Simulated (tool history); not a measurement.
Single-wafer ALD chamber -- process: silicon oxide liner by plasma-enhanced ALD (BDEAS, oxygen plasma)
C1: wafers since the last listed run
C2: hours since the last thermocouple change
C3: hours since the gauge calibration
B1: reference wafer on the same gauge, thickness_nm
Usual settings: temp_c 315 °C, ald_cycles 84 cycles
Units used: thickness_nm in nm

run 1 hour=0.0 | temp_c=315 ald_cycles=84 | C1=0 C2=516.9 C3=2840.4 | B1=6.205 | thickness_nm=7.053
run 2 hour=54.0 | temp_c=315 ald_cycles=84 | C1=200 C2=570.9 C3=2894.4 | B1=6.199 | thickness_nm=7.068
run 3 hour=93.8 | temp_c=315 ald_cycles=84 | C1=147 C2=610.7 C3=2934.2 | B1=6.210 | thickness_nm=7.084
run 4 hour=159.6 | temp_c=315 ald_cycles=84 | C1=244 C2=676.5 C3=3000.0 | B1=6.209 | thickness_nm=7.093
run 5 hour=260.1 | temp_c=315 ald_cycles=84 | C1=373 C2=777.0 C3=3100.5 | B1=6.209 | thickness_nm=7.080
run 6 hour=336.5 | temp_c=315 ald_cycles=84 | C1=284 C2=853.4 C3=3176.9 | B1=6.205 | thickness_nm=7.089
run 7 hour=427.0 | temp_c=315 ald_cycles=84 | C1=336 C2=943.9 C3=3267.4 | B1=6.214 | thickness_nm=7.095
run 8 hour=499.4 | temp_c=315 ald_cycles=84 | C1=269 C2=1016.3 C3=3339.8 | B1=6.218 | thickness_nm=7.109
run 9 hour=587.8 | temp_c=315 ald_cycles=84 | C1=328 C2=1104.7 C3=3428.2 | B1=6.217 | thickness_nm=7.085
run 10 hour=632.5 | temp_c=315 ald_cycles=84 | C1=166 C2=1149.4 C3=3472.9 | B1=6.220 | thickness_nm=7.082
run 11 hour=723.7 | temp_c=315 ald_cycles=84 | C1=339 C2=1240.6 C3=3564.1 | B1=6.216 | thickness_nm=7.070
run 12 hour=811.8 | temp_c=311 ald_cycles=84 | C1=327 C2=1328.7 C3=3652.2 | B1=6.223 | thickness_nm=7.131
run 13 hour=850.3 | temp_c=311 ald_cycles=84 | C1=143 C2=1367.2 C3=3690.7 | B1=6.220 | thickness_nm=7.099
run 14 hour=887.8 | temp_c=311 ald_cycles=84 | C1=139 C2=1404.7 C3=3728.2 | B1=6.219 | thickness_nm=7.123
run 15 hour=1108.7 | temp_c=315 ald_cycles=84 | C1=821 C2=1625.6 C3=3949.1 | B1=6.223 | thickness_nm=7.095
run 16 hour=1152.5 | temp_c=315 ald_cycles=84 | C1=162 C2=1669.4 C3=3992.9 | B1=6.224 | thickness_nm=7.101
run 17 hour=1227.5 | temp_c=315 ald_cycles=84 | C1=278 C2=1744.4 C3=4067.9 | B1=6.224 | thickness_nm=7.081
run 18 hour=1325.4 | temp_c=304 ald_cycles=95 | C1=363 C2=1842.3 C3=4165.8 | B1=6.230 | thickness_nm=8.173
run 19 hour=1384.6 | temp_c=304 ald_cycles=95 | C1=220 C2=1901.5 C3=4225.0 | B1=6.238 | thickness_nm=8.112
run 20 hour=1444.9 | temp_c=304 ald_cycles=95 | C1=224 C2=1961.8 C3=4285.3 | B1=6.235 | thickness_nm=8.128
run 21 hour=1550.6 | temp_c=315 ald_cycles=84 | C1=392 C2=2067.5 C3=4391.0 | B1=6.234 | thickness_nm=7.096
run 22 hour=1608.5 | temp_c=315 ald_cycles=84 | C1=215 C2=2125.4 C3=4448.9 | B1=6.232 | thickness_nm=7.117
run 23 hour=1692.1 | temp_c=315 ald_cycles=84 | C1=310 C2=2209.0 C3=4532.5 | B1=6.236 | thickness_nm=7.105
-- hour=1759.1 thermocouple changed; heater temperature recalibrated
-- hour=1821.0 gauge calibrated
run 24 hour=1833.8 | temp_c=315 ald_cycles=84 | C1=497 C2=74.7 C3=12.8 | B1=6.139 | thickness_nm=7.007
run 25 hour=1941.6 | temp_c=306 ald_cycles=68 | C1=400 C2=182.5 C3=120.6 | B1=6.140 | thickness_nm=5.724
run 26 hour=1990.4 | temp_c=325 ald_cycles=79 | C1=181 C2=231.3 C3=169.4 | B1=6.141 | thickness_nm=6.474
run 27 hour=2072.8 | temp_c=315 ald_cycles=84 | C1=306 C2=313.7 C3=251.8 | B1=6.144 | thickness_nm=7.001
run 28 hour=2178.1 | temp_c=311 ald_cycles=97 | C1=391 C2=419.0 C3=357.1 | B1=6.147 | thickness_nm=8.149
run 29 hour=2261.5 | temp_c=320 ald_cycles=70 | C1=310 C2=502.4 C3=440.5 | B1=6.152 | thickness_nm=5.812
run 30 hour=2336.6 | temp_c=321 ald_cycles=71 | C1=279 C2=577.5 C3=515.6 | B1=6.143 | thickness_nm=5.889
run 31 hour=2440.3 | temp_c=320 ald_cycles=84 | C1=385 C2=681.2 C3=619.3 | B1=6.142 | thickness_nm=6.967
run 32 hour=2538.6 | temp_c=325 ald_cycles=71 | C1=365 C2=779.5 C3=717.6 | B1=6.154 | thickness_nm=5.843
run 33 hour=2576.3 | temp_c=319 ald_cycles=90 | C1=140 C2=817.2 C3=755.3 | B1=6.150 | thickness_nm=7.454
run 34 hour=2626.9 | temp_c=327 ald_cycles=80 | C1=188 C2=867.8 C3=805.9 | B1=6.145 | thickness_nm=6.551
run 35 hour=2904.6 | temp_c=308 ald_cycles=78 | C1=1032 C2=1145.5 C3=1083.6 | B1=6.153 | thickness_nm=6.591
run 36 hour=2982.0 | temp_c=302 ald_cycles=95 | C1=287 C2=1222.9 C3=1161.0 | B1=6.164 | thickness_nm=8.037
run 37 hour=3084.1 | temp_c=309 ald_cycles=76 | C1=379 C2=1325.0 C3=1263.1 | B1=6.158 | thickness_nm=6.390
run 38 hour=3163.9 | temp_c=322 ald_cycles=100 | C1=296 C2=1404.8 C3=1342.9 | B1=6.163 | thickness_nm=8.279
run 39 hour=3248.5 | temp_c=305 ald_cycles=101 | C1=314 C2=1489.4 C3=1427.5 | B1=6.162 | thickness_nm=8.561
run 40 hour=3349.7 | temp_c=301 ald_cycles=98 | C1=376 C2=1590.6 C3=1528.7 | B1=6.166 | thickness_nm=8.355
run 41 hour=3438.2 | temp_c=315 ald_cycles=84 | C1=328 C2=1679.1 C3=1617.2 | B1=6.167 | thickness_nm=7.037
run 42 hour=3486.2 | temp_c=308 ald_cycles=99 | C1=178 C2=1727.1 C3=1665.2 | B1=6.164 | thickness_nm=8.394
run 43 hour=3567.3 | temp_c=315 ald_cycles=84 | C1=301 C2=1808.2 C3=1746.3 | B1=6.166 | thickness_nm=7.029
run 44 hour=3615.0 | temp_c=322 ald_cycles=93 | C1=177 C2=1855.9 C3=1794.0 | B1=6.168 | thickness_nm=7.720
run 45 hour=3711.7 | temp_c=325 ald_cycles=84 | C1=359 C2=1952.6 C3=1890.7 | B1=6.168 | thickness_nm=6.985
run 46 hour=3810.1 | temp_c=315 ald_cycles=84 | C1=365 C2=2051.0 C3=1989.1 | B1=6.171 | thickness_nm=7.014

What differs in the tool's unlogged condition from the final listed run ahead of each entry between runs to the first listed run following it?
Run 23 -> run 24: thermocouple changed; heater temperature recalibrated (hour 1759.1); gauge calibrated (hour 1821.0)
  gauge reads high (%): 1.4 -> -0.2
  measured minus no-state result, thickness_nm: +0.098 -> -0.014 nm
